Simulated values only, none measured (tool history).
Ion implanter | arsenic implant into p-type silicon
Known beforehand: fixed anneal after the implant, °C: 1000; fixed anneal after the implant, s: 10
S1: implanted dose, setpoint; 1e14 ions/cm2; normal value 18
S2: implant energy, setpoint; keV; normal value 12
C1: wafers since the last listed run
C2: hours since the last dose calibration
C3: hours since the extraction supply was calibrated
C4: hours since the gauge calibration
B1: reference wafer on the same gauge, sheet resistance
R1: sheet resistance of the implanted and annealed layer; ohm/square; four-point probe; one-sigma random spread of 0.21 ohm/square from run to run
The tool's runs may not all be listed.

{"run": 1, "hour": 0.0, "S1": 18, "S2": 12, "C1": 0, "C2": 2588.6, "C3": 7351, "C4": 36.4, "B1": 120.03, "R1": 140.51}
{"run": 2, "hour": 8.1, "S1": 18, "S2": 12, "C1": 103, "C2": 2596.7, "C3": 7359.1, "C4": 44.5, "B1": 119.97, "R1": 140.83}
{"run": 3, "hour": 19.1, "S1": 14.04, "S2": 12, "C1": 139, "C2": 2607.7, "C3": 7370.1, "C4": 55.5, "B1": 120, "R1": 147.24}
{"run": 4, "hour": 30.9, "S1": 14.04, "S2": 12, "C1": 150, "C2": 2619.5, "C3": 7381.9, "C4": 67.3, "B1": 119.91, "R1": 146.77}
{"run": 5, "hour": 48.3, "S1": 15.9, "S2": 9.5, "C1": 221, "C2": 2636.9, "C3": 7399.3, "C4": 84.7, "B1": 119.86, "R1": 152.55}
{"run": 6, "hour": 97.2, "S1": 15.9, "S2": 9.5, "C1": 622, "C2": 2685.8, "C3": 7448.2, "C4": 133.6, "B1": 119.5, "R1": 152.28}
{"hour": 107.9, "done": "gauge calibrated"}
{"hour": 111.4, "done": "extraction supply calibrated"}
{"run": 7, "hour": 111.9, "S1": 15.9, "S2": 9.5, "C1": 85, "C2": 2700.5, "C3": 0.5, "C4": 4, "B1": 120.01, "R1": 153.03}
{"run": 8, "hour": 122.1, "S1": 18, "S2": 12, "C1": 129, "C2": 2710.7, "C3": 10.7, "C4": 14.2, "B1": 119.99, "R1": 140.92}
{"run": 9, "hour": 129.7, "S1": 18, "S2": 14.5, "C1": 96, "C2": 2718.3, "C3": 18.3, "C4": 21.8, "B1": 120, "R1": 132.62}
{"run": 10, "hour": 144.7, "S1": 18, "S2": 14.5, "C1": 190, "C2": 2733.3, "C3": 33.3, "C4": 36.8, "B1": 119.99, "R1": 132.62}
{"run": 11, "hour": 153.3, "S1": 18, "S2": 14.5, "C1": 109, "C2": 2741.9, "C3": 41.9, "C4": 45.4, "B1": 119.96, "R1": 132.31}
{"run": 12, "hour": 164.5, "S1": 18, "S2": 10.5, "C1": 142, "C2": 2753.1, "C3": 53.1, "C4": 56.6, "B1": 119.92, "R1": 145.92}
{"hour": 178.1, "done": "Faraday cup replaced and dose calibrated"}
{"run": 13, "hour": 178.6, "S1": 18, "S2": 11, "C1": 77, "C2": 0.5, "C3": 67.2, "C4": 70.7, "B1": 119.85, "R1": 143.86}
{"run": 14, "hour": 181.6, "S1": 19.91, "S2": 12, "C1": 38, "C2": 3.5, "C3": 70.2, "C4": 73.7, "B1": 119.89, "R1": 138.91}
{"run": 15, "hour": 194.5, "S1": 18, "S2": 12, "C1": 164, "C2": 16.4, "C3": 83.1, "C4": 86.6, "B1": 119.79, "R1": 140.49}
{"run": 16, "hour": 204.6, "S1": 22.04, "S2": 8.5, "C1": 128, "C2": 26.5, "C3": 93.2, "C4": 96.7, "B1": 119.73, "R1": 149.19}
{"run": 17, "hour": 221.1, "S1": 21.26, "S2": 15.5, "C1": 209, "C2": 43, "C3": 109.7, "C4": 113.2, "B1": 119.64, "R1": 126.51}
{"run": 18, "hour": 234.0, "S1": 18, "S2": 12, "C1": 164, "C2": 55.9, "C3": 122.6, "C4": 126.1, "B1": 119.54, "R1": 140.1}
{"run": 19, "hour": 250.7, "S1": 16.51, "S2": 8, "C1": 212, "C2": 72.6, "C3": 139.3, "C4": 142.8, "B1": 119.38, "R1": 156.8}
{"run": 20, "hour": 260.5, "S1": 14.07, "S2": 10, "C1": 124, "C2": 82.4, "C3": 149.1, "C4": 152.6, "B1": 119.31, "R1": 153.56}
{"hour": 267.0, "done": "gauge calibrated"}
{"run": 21, "hour": 268.1, "S1": 21.25, "S2": 13.5, "C1": 96, "C2": 90, "C3": 156.7, "C4": 1.1, "B1": 119.96, "R1": 132.84}
{"run": 22, "hour": 283.6, "S1": 20.46, "S2": 9.5, "C1": 197, "C2": 105.5, "C3": 172.2, "C4": 16.6, "B1": 119.95, "R1": 146.63}
{"run": 23, "hour": 292.2, "S1": 21.61, "S2": 10, "C1": 109, "C2": 114.1, "C3": 180.8, "C4": 25.2, "B1": 119.86, "R1": 143.99}
{"run": 24, "hour": 305.6, "S1": 15.86, "S2": 12, "C1": 170, "C2": 127.5, "C3": 194.2, "C4": 38.6, "B1": 119.89, "R1": 143.57}
{"run": 25, "hour": 315.5, "S1": 16.46, "S2": 12, "C1": 125, "C2": 137.4, "C3": 204.1, "C4": 48.5, "B1": 119.86, "R1": 142.89}

Each row is a separate what-if for the run after 25, all from the same tool condition, not one after another. Results?
{"run": "A", "hour": 315.9, "S1": 18, "S2": 12, "C1": 5, "C2": 137.8, "C3": 204.5, "C4": 48.9, "B1": "?", "R1": "?"}
{"run": "B", "hour": 315.9, "S1": 15.25, "S2": 12, "C1": 5, "C2": 137.8, "C3": 204.5, "C4": 48.9, "B1": "?", "R1": "?"}
{"run": "C", "hour": 315.9, "S1": 20.38, "S2": 8.5, "C1": 5, "C2": 137.8, "C3": 204.5, "C4": 48.9, "B1": "?", "R1": "?"}

run=A B1=119.89 R1=140.76
run=B B1=119.89 R1=144.69
run=C B1=119.89 R1=150.75
What these runs would have given with no unlogged condition in the tool:
run=A R1=140.92
run=B R1=144.86
run=C R1=150.92
